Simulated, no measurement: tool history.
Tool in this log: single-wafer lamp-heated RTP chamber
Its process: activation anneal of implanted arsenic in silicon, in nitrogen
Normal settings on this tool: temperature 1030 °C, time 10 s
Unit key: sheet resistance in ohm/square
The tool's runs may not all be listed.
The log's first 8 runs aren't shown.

| run | hour | temperature | time | read-back reference wafer on the same gauge, sheet resistance | sheet resistance |
|---|---|---|---|---|---|
|  | 397.8 | reflector plate cleaned |
| 9 | 424.5 | 1030 | 13 | 193.97 | 207.97 |
| 10 | 451.2 | 1048 | 10 | 194.01 | 206.99 |
| 11 | 512.4 | 1048 | 10 | 194.11 | 206.85 |
|  | 568.4 | pyrometer window cleaned and pyrometer calibrated |
| 12 | 568.9 | 1030 | 10 | 194.16 | 209.03 |
| 13 | 606.6 | 1030 | 10 | 194.01 | 210 |
| 14 | 631.5 | 1030 | 10 | 193.86 | 209.05 |
| 15 | 684.1 | 1021 | 13 | 193.91 | 210.11 |
| 16 | 728.9 | 1030 | 5 | 194.05 | 212.66 |
| 17 | 784.7 | 1043 | 12 | 193.79 | 207.38 |
| 18 | 821.2 | 1012 | 15 | 194.01 | 210.08 |
| 19 | 858.4 | 1030 | 10 | 194.06 | 211.32 |
|  | 901.2 | reflector plate cleaned |
| 20 | 922 | 1000 | 5 | 194.16 | 216.86 |
| 21 | 966.8 | 1053 | 14 | 193.95 | 203.87 |
| 22 | 1020.5 | 1030 | 10 | 194.07 | 210.32 |
|  | 1076.3 | pyrometer window cleaned and pyrometer calibrated |
| 23 | 1086.6 | 1052 | 5 | 193.93 | 210.67 |
| 24 | 1116.8 | 1040 | 15 | 194.06 | 205.56 |
| 25 | 1152.7 | 1020 | 14 | 194.06 | 209.26 |

Estimate the outcome of run 26 from the log above:
| 26 | 1210.1 | 1030 | 7 | ? | ? |

For run 26 the tool returned read-back reference wafer on the same gauge, sheet resistance 193.76, sheet resistance 211.99 ohm/square.
Were there no unlogged condition in the tool, this run, its random variation unchanged, would have produced sheet resistance 211.99 ohm/square.

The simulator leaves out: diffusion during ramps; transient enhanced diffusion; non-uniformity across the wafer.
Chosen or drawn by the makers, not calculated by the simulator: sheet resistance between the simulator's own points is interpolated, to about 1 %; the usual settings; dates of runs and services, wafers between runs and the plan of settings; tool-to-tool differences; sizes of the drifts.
